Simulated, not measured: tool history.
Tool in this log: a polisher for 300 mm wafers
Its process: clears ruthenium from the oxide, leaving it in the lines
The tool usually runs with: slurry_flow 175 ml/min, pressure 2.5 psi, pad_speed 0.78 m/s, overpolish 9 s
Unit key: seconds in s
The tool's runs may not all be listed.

run    hour  slurry_flow  pressure  pad_speed  overpolish  wafers since the last listed run  wafers polished on this pad  hours since the slurry nozzle was cleaned  hours since the head pressure was calibrated  incoming thickness of the incoming film, nm  seconds
  1     0.0          175       2.5       0.70           9                                 0                         2315                                      517.9                                         268.9                                        175.5    187.5
       33.0  -- worn pad replaced by a new one
  2    37.0          175       2.5       0.70           9                               284                           34                                      554.9                                         305.9                                        174.6    162.7
       58.5  -- slurry nozzle cleaned
       93.2  -- head pressure recalibrated
  3    97.8          175       2.5       0.70           9                               497                          532                                       39.3                                           4.6                                        178.2    176.4
  4   134.8          175       1.9       0.78           9                               318                          851                                       76.3                                          41.6                                        175.9    190.0
  5   168.1          175       1.9       0.78           9                               286                         1137                                      109.6                                          74.9                                        174.0    192.4
  6   199.7          175       1.9       0.78           9                               272                         1410                                      141.2                                         106.5                                        175.4    189.0
  7   227.4          175       2.5       0.78           9                               238                         1648                                      168.9                                         134.2                                        171.7    160.8
  8   271.3          200       1.9       0.78           9                               378                         2026                                      212.8                                         178.1                                        174.4    190.8
  9   326.8          200       1.9       0.78           9                               477                         2504                                      268.3                                         233.6                                        172.2    193.4
      341.4  -- worn pad replaced by a new one
 10   371.7          200       1.9       0.78           9                               352                          261                                      313.2                                         278.5                                        178.6    177.1
 11   405.3          175       2.5       0.78           9                               289                          550                                      346.8                                         312.1                                        173.6    151.3
      447.1  -- head pressure recalibrated
 12   477.1          175       2.5       0.78           9                               601                         1151                                      418.6                                          30.0                                        174.3    156.7
 13   548.8          175       2.2       0.78           9                               617                         1769                                      490.3                                         101.7                                        173.9    178.8
 14   580.2          175       2.2       0.78           9                               270                         2039                                      521.7                                         133.1                                        177.6    180.4
      602.9  -- worn pad replaced by a new one, of another model than before
 15   642.2          175       2.9       0.78           9                               499                          338                                      583.7                                         195.1                                        172.2    138.1
      696.5  -- slurry nozzle cleaned
 16   701.5          175       2.7       0.78           9                               502                          840                                        5.0                                         254.4                                        171.5    147.6
 17   746.9          175       2.5       0.90          12                               391                         1231                                       50.4                                         299.8                                        173.3    147.3
 18   818.5          175       2.5       0.78          12                               616                         1848                                      122.0                                         371.4                                        173.6    162.3
      823.0  -- head pressure recalibrated
 19   863.2          175       2.2       0.78           9                               367                         2216                                      166.7                                          40.2                                        176.0    182.8
 20   896.7          175       2.5       0.78           9                               288                         2504                                      200.2                                          73.7                                        176.8    170.1
      924.7  -- worn pad replaced by a new one
 21   965.0          210       1.9       0.62          13                               553                          347                                      268.5                                         142.0                                        175.7    203.8
 22  1007.5          200       2.5       0.78           9                               366                          713                                      311.0                                         184.5                                        174.5    148.1
 23  1032.7          195       2.7       0.58           5                               217                          930                                      336.2                                         209.7                                        171.2    175.6
 24  1057.7          175       2.5       0.92           9                               215                         1145                                      361.2                                         234.7                                        177.0    144.8
 25  1096.6          230       2.5       0.68           5                               335                         1480                                      400.1                                         273.6                                        175.5    172.6
 26  1139.0          175       2.5       0.78           9                               365                         1845                                      442.5                                         316.0                                        175.5    162.2
     1182.2  -- worn pad replaced by a new one
 27  1191.1          175       2.5       1.04           7                               414                           77                                      494.6                                         368.1                                        175.1    122.3
     1224.1  -- head pressure recalibrated
 28  1255.2          175       2.5       0.78           9                               534                          611                                      558.7                                          31.1                                        176.1    159.1
     1314.1  -- slurry nozzle cleaned
 29  1317.9          215       2.8       0.78          12                               531                         1143                                        3.8                                          93.8                                        175.6    144.5
 30  1357.9          175       2.5       0.78           9                               344                         1487                                       43.8                                         133.8                                        174.8    161.1
 31  1398.8          140       3.4       0.56           9                               352                         1840                                       84.7                                         174.7                                        175.8    177.7
 32  1437.5          175       2.5       0.78           9                               333                         2173                                      123.4                                         213.4                                        175.5    163.4
 33  1483.3          145       1.9       1.02          13                               394                         2567                                      169.2                                         259.2                                        174.4    164.5

How the hidden state differs across the entries between the runs, from the last listed run before each to the first after it:
Runs 1 to 2: worn pad replaced by a new one (hour 33.0)
  removal rate lost through wear of the pad, %: 11.8 -> 1.54
  what was measured, less what the result would be without the hidden state, seconds: +22.2 -> +2.5 s
Runs 2 to 3: slurry nozzle cleaned (hour 58.5); head pressure recalibrated (hour 93.2)
  removal rate lost through wear of the pad, %: 1.54 -> 4
  what was measured, less what the result would be without the hidden state, seconds: +2.5 -> +7.0 s
Runs 9 to 10: worn pad replaced by a new one (hour 341.4)
  removal rate lost through wear of the pad, %: 13.3 -> 1.81
  what was measured, less what the result would be without the hidden state, seconds: +25.7 -> +3.2 s
Runs 11 to 12: head pressure recalibrated (hour 447.1)
  removal rate lost through wear of the pad, %: 3.17 -> 6.08
  what was measured, less what the result would be without the hidden state, seconds: +4.8 -> +9.5 s
Runs 14 to 15: worn pad replaced by a new one, of another model than before (hour 602.9)
  removal rate lost through wear of the pad, %: 10.2 -> 3.41
  what was measured, less what the result would be without the hidden state, seconds: +18.5 -> +4.7 s
Runs 15 to 16: slurry nozzle cleaned (hour 696.5)
  removal rate lost through wear of the pad, %: 3.41 -> 5.81
  what was measured, less what the result would be without the hidden state, seconds: +4.7 -> +8.6 s
Runs 18 to 19: head pressure recalibrated (hour 823.0)
  removal rate lost through wear of the pad, %: 10.5 -> 12.3
  what was measured, less what the result would be without the hidden state, seconds: +17.1 -> +22.5 s
Runs 20 to 21: worn pad replaced by a new one (hour 924.7)
  removal rate lost through wear of the pad, %: 13.7 -> 2.2
  what was measured, less what the result would be without the hidden state, seconds: +23.3 -> +4.5 s
Runs 26 to 27: worn pad replaced by a new one (hour 1182.2)
  removal rate lost through wear of the pad, %: 9.24 -> 2.48
  what was measured, less what the result would be without the hidden state, seconds: +14.9 -> +3.0 s
Runs 27 to 28: head pressure recalibrated (hour 1224.1)
  removal rate lost through wear of the pad, %: 2.48 -> 5.07
  what was measured, less what the result would be without the hidden state, seconds: +3.0 -> +8.1 s
Runs 28 to 29: slurry nozzle cleaned (hour 1314.1)
  removal rate lost through wear of the pad, %: 5.07 -> 7.6
  what was measured, less what the result would be without the hidden state, seconds: +8.1 -> +11.0 s

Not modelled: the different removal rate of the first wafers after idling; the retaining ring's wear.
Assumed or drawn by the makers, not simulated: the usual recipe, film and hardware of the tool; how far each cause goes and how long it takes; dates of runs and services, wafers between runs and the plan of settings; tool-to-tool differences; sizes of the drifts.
